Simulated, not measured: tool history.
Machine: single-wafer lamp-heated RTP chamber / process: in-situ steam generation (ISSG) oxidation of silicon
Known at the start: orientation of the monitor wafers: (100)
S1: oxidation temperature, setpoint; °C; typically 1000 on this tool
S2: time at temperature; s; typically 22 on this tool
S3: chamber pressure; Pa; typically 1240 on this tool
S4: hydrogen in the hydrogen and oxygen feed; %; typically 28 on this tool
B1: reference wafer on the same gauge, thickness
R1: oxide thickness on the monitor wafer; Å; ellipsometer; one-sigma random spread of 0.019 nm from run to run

{"run": 1, "hour": 0.0, "S1": 988, "S2": 22, "S3": 1240, "S4": 28, "B1": 4.964, "R1": 55.2}
{"run": 2, "hour": 36.8, "S1": 988, "S2": 22, "S3": 1240, "S4": 28, "B1": 4.959, "R1": 55.84}
{"hour": 80.1, "done": "pyrometer window cleaned and pyrometer calibrated"}
{"run": 3, "hour": 144.7, "S1": 1000, "S2": 22, "S3": 1240, "S4": 28, "B1": 4.957, "R1": 57.25}
{"hour": 170.3, "done": "pressure gauge zeroed"}
{"hour": 230.7, "done": "hydrogen flow controller replaced"}
{"run": 4, "hour": 418.6, "S1": 1000, "S2": 22, "S3": 1240, "S4": 28, "B1": 4.955, "R1": 57.88}
{"run": 5, "hour": 481.3, "S1": 1000, "S2": 22, "S3": 1240, "S4": 28, "B1": 4.962, "R1": 57.69}
{"run": 6, "hour": 585.0, "S1": 1000, "S2": 29, "S3": 1240, "S4": 26, "B1": 4.961, "R1": 64.52}
{"run": 7, "hour": 689.1, "S1": 1000, "S2": 22, "S3": 1240, "S4": 28, "B1": 4.963, "R1": 58.17}
{"run": 8, "hour": 784.6, "S1": 1000, "S2": 22, "S3": 1240, "S4": 28, "B1": 4.958, "R1": 58.42}
{"hour": 807.5, "done": "gauge calibrated"}
{"run": 9, "hour": 830.4, "S1": 1000, "S2": 22, "S3": 1240, "S4": 28, "B1": 4.955, "R1": 58.57}
{"hour": 881.1, "done": "pyrometer window cleaned and pyrometer calibrated"}
{"run": 10, "hour": 920.9, "S1": 1017, "S2": 31, "S3": 1133, "S4": 24, "B1": 4.966, "R1": 71.13}
{"run": 11, "hour": 994.2, "S1": 1000, "S2": 22, "S3": 1240, "S4": 18, "B1": 4.958, "R1": 52.01}
{"run": 12, "hour": 1072.2, "S1": 1016, "S2": 14, "S3": 1133, "S4": 28, "B1": 4.961, "R1": 50.73}
{"run": 13, "hour": 1137.0, "S1": 1005, "S2": 22, "S3": 1187, "S4": 32, "B1": 4.95, "R1": 61.03}
{"run": 14, "hour": 1187.6, "S1": 994, "S2": 13, "S3": 1240, "S4": 28, "B1": 4.953, "R1": 44.55}
{"run": 15, "hour": 1294.2, "S1": 1000, "S2": 22, "S3": 1307, "S4": 28, "B1": 4.97, "R1": 56.92}
{"run": 16, "hour": 1402.2, "S1": 1014, "S2": 22, "S3": 1133, "S4": 28, "B1": 4.962, "R1": 62.24}
{"run": 17, "hour": 1487.8, "S1": 987, "S2": 27, "S3": 1040, "S4": 32, "B1": 4.962, "R1": 63.41}
{"hour": 1525.7, "done": "pyrometer window cleaned and pyrometer calibrated"}
{"run": 18, "hour": 1568.4, "S1": 1017, "S2": 31, "S3": 1133, "S4": 24, "B1": 4.962, "R1": 71.34}
{"run": 19, "hour": 1656.4, "S1": 1000, "S2": 22, "S3": 1240, "S4": 25, "B1": 4.96, "R1": 55.53}
{"run": 20, "hour": 1735.1, "S1": 1000, "S2": 22, "S3": 1240, "S4": 28, "B1": 4.957, "R1": 56.99}
{"run": 21, "hour": 1833.6, "S1": 987, "S2": 22, "S3": 1240, "S4": 25, "B1": 4.966, "R1": 52.53}
{"run": 22, "hour": 1920.1, "S1": 1000, "S2": 22, "S3": 1240, "S4": 28, "B1": 4.962, "R1": 57.17}
{"run": 23, "hour": 2023.3, "S1": 993, "S2": 22, "S3": 1040, "S4": 22, "B1": 4.955, "R1": 53.84}
{"run": 24, "hour": 2127.2, "S1": 1011, "S2": 25, "S3": 1053, "S4": 32, "B1": 4.961, "R1": 68.1}
{"run": 25, "hour": 2180.0, "S1": 1011, "S2": 22, "S3": 1240, "S4": 32, "B1": 4.96, "R1": 62.98}
{"hour": 2196.8, "done": "pyrometer window cleaned and pyrometer calibrated"}
{"run": 26, "hour": 2286.4, "S1": 1016, "S2": 22, "S3": 1240, "S4": 22, "B1": 4.962, "R1": 57.94}
{"run": 27, "hour": 2341.9, "S1": 1000, "S2": 22, "S3": 1107, "S4": 28, "B1": 4.961, "R1": 57.67}
{"run": 28, "hour": 2432.4, "S1": 1000, "S2": 22, "S3": 1240, "S4": 28, "B1": 4.966, "R1": 57.15}

The next listed run, before its measurement:
{"run": 29, "hour": 2472.9, "S1": 1011, "S2": 18, "S3": 1160, "S4": 32, "B1": "?", "R1": "?"}

{"run 29": {"B1": 4.963, "R1": 57.0}}
On a tool with no hidden condition, and with the same random variation, this run would have come out at R1 56.76 Å.
